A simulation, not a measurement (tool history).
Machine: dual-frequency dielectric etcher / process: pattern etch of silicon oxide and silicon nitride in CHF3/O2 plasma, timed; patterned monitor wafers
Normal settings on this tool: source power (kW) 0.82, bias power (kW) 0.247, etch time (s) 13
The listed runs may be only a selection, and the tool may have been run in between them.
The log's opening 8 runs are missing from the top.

| run | hour | source power (kW) | bias power (kW) | etch time (s) | wafers since the last listed run | hours since the last wet clean | hours since the last source power generator calibration | hours since the last bias power generator calibration | hours since the last upper electrode change | hours since the gauge calibration | read-back reference wafer on the same gauge, depth_nm | mean etch depth across the wafer (angstrom) |
|---|---|---|---|---|---|---|---|---|---|---|---|---|
|  | 109.1 | bias power generator calibrated |
| 9 | 109.6 | 0.82 | 0.247 | 13 | 120 | 548.8 | 2156.1 | 0.5 | 3961.3 | 171.3 | 23.49 | 250.8 |
|  | 140.7 | wet clean of the chamber |
| 10 | 141.2 | 0.82 | 0.247 | 13 | 93 | 0.5 | 2187.7 | 32.1 | 3992.9 | 202.9 | 23.52 | 243.6 |
| 11 | 141.5 | 0.82 | 0.247 | 13 | 3 | 0.8 | 2188 | 32.4 | 3993.2 | 203.2 | 23.48 | 242.3 |
| 12 | 148.2 | 0.82 | 0.247 | 13 | 82 | 7.5 | 2194.7 | 39.1 | 3999.9 | 209.9 | 23.51 | 242 |
| 13 | 161.9 | 0.82 | 0.247 | 13 | 168 | 21.2 | 2208.4 | 52.8 | 4013.6 | 223.6 | 23.49 | 241.3 |
| 14 | 171 | 0.92 | 0.267 | 13 | 111 | 30.3 | 2217.5 | 61.9 | 4022.7 | 232.7 | 23.49 | 264.6 |
|  | 200.7 | upper electrode replaced |
| 15 | 203.4 | 0.82 | 0.247 | 13 | 103 | 62.7 | 2249.9 | 94.3 | 2.7 | 265.1 | 23.45 | 245.5 |
| 16 | 215.5 | 0.82 | 0.247 | 9 | 148 | 74.8 | 2262 | 106.4 | 14.8 | 277.2 | 23.48 | 169.5 |
|  | 227.8 | source power generator calibrated |
| 17 | 228.3 | 0.82 | 0.247 | 13 | 108 | 87.6 | 0.5 | 119.2 | 27.6 | 290 | 23.47 | 247.2 |
| 18 | 240.9 | 0.82 | 0.247 | 13 | 155 | 100.2 | 13.1 | 131.8 | 40.2 | 302.6 | 23.42 | 244.3 |
|  | 249.7 | gauge calibrated |
| 19 | 251.2 | 0.82 | 0.266 | 13 | 126 | 110.5 | 23.4 | 142.1 | 50.5 | 1.5 | 23.51 | 249.7 |
| 20 | 263 | 0.89 | 0.247 | 13 | 145 | 122.3 | 35.2 | 153.9 | 62.3 | 13.3 | 23.53 | 257.8 |
| 21 | 274.7 | 0.82 | 0.247 | 15.5 | 143 | 134 | 46.9 | 165.6 | 74 | 25 | 23.48 | 295.5 |
| 22 | 282.8 | 0.93 | 0.186 | 15 | 99 | 142.1 | 55 | 173.7 | 82.1 | 33.1 | 23.5 | 283.9 |
| 23 | 290.6 | 0.82 | 0.247 | 10.5 | 95 | 149.9 | 62.8 | 181.5 | 89.9 | 40.9 | 23.49 | 196.5 |
| 24 | 317.7 | 0.77 | 0.28 | 12 | 333 | 177 | 89.9 | 208.6 | 117 | 68 | 23.46 | 226.4 |
| 25 | 333.4 | 0.7 | 0.263 | 14.5 | 193 | 192.7 | 105.6 | 224.3 | 132.7 | 83.7 | 23.52 | 254.8 |
| 26 | 349.5 | 0.82 | 0.247 | 13 | 198 | 208.8 | 121.7 | 240.4 | 148.8 | 99.8 | 23.44 | 246 |
| 27 | 363.4 | 0.82 | 0.247 | 13 | 171 | 222.7 | 135.6 | 254.3 | 162.7 | 113.7 | 23.48 | 246.1 |
| 28 | 375.8 | 0.88 | 0.269 | 13 | 152 | 235.1 | 148 | 266.7 | 175.1 | 126.1 | 23.54 | 262.7 |
| 29 | 391 | 0.67 | 0.285 | 9.5 | 187 | 250.3 | 163.2 | 281.9 | 190.3 | 141.3 | 23.53 | 166.6 |
| 30 | 397.5 | 0.92 | 0.289 | 13 | 79 | 256.8 | 169.7 | 288.4 | 196.8 | 147.8 | 23.55 | 275 |

Alternative continuations, all from the tool just after run 30; predict every row:
| A | 397.9 | 0.82 | 0.247 | 15 | 4 | 257.2 | 170.1 | 288.8 | 197.2 | 148.2 | ? | ? |
| B | 397.9 | 0.82 | 0.264 | 15 | 4 | 257.2 | 170.1 | 288.8 | 197.2 | 148.2 | ? | ? |
| C | 397.9 | 0.75 | 0.247 | 13 | 4 | 257.2 | 170.1 | 288.8 | 197.2 | 148.2 | ? | ? |
| D | 397.9 | 0.66 | 0.223 | 15 | 4 | 257.2 | 170.1 | 288.8 | 197.2 | 148.2 | ? | ? |

| run | read-back reference wafer on the same gauge, depth_nm | mean etch depth across the wafer (angstrom) |
|---|---|---|
| A | 23.56 | 286.2 |
| B | 23.56 | 291.6 |
| C | 23.56 | 235.5 |
| D | 23.56 | 244.1 |
Without the tool's hidden state the same runs would have given:
| run | mean etch depth across the wafer (angstrom) |
|---|---|
| A | 283.3 |
| B | 288.6 |
| C | 233.1 |
| D | 241.6 |
